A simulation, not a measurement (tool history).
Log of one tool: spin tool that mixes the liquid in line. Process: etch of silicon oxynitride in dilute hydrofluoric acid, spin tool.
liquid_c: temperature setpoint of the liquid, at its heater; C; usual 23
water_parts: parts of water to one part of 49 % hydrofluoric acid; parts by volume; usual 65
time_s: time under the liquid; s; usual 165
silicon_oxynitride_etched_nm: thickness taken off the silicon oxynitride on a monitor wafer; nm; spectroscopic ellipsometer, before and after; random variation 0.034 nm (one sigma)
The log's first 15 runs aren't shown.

| run | hour | liquid_c | water_parts | time_s | read-back film thickness of the silicon oxynitride reference wafer, read on the same gauge (nm) | silicon_oxynitride_etched_nm |
|---|---|---|---|---|---|---|
| 16 | 386.7 | 25 | 40 | 120 | 105.56 | 7.19 |
| 17 | 408.8 | 23 | 65 | 165 | 105.56 | 5.41 |
| 18 | 429.1 | 23 | 65 | 120 | 105.56 | 3.93 |
| 19 | 453.5 | 18.5 | 65 | 165 | 105.58 | 4.27 |
| 20 | 468.2 | 23 | 65 | 165 | 105.58 | 5.41 |
| 21 | 497.3 | 23 | 50 | 100 | 105.61 | 4.36 |
| 22 | 510.9 | 23 | 65 | 260 | 105.6 | 8.61 |
| 23 | 534.5 | 21.5 | 55 | 110 | 105.62 | 3.98 |
|  | 559.8 | thermometer replaced |
| 24 | 564.2 | 23 | 65 | 165 | 105.64 | 5.48 |

Run 25 comes next. What will it give?
| 25 | 600.1 | 23 | 65 | 165 | ? | ? |

{"run 25": {"read-back film thickness of the silicon oxynitride reference wafer, read on the same gauge (nm)": 105.64, "silicon_oxynitride_etched_nm": 5.44}}
Without the tool's hidden state the same run would have given silicon_oxynitride_etched_nm 5.15 nm.

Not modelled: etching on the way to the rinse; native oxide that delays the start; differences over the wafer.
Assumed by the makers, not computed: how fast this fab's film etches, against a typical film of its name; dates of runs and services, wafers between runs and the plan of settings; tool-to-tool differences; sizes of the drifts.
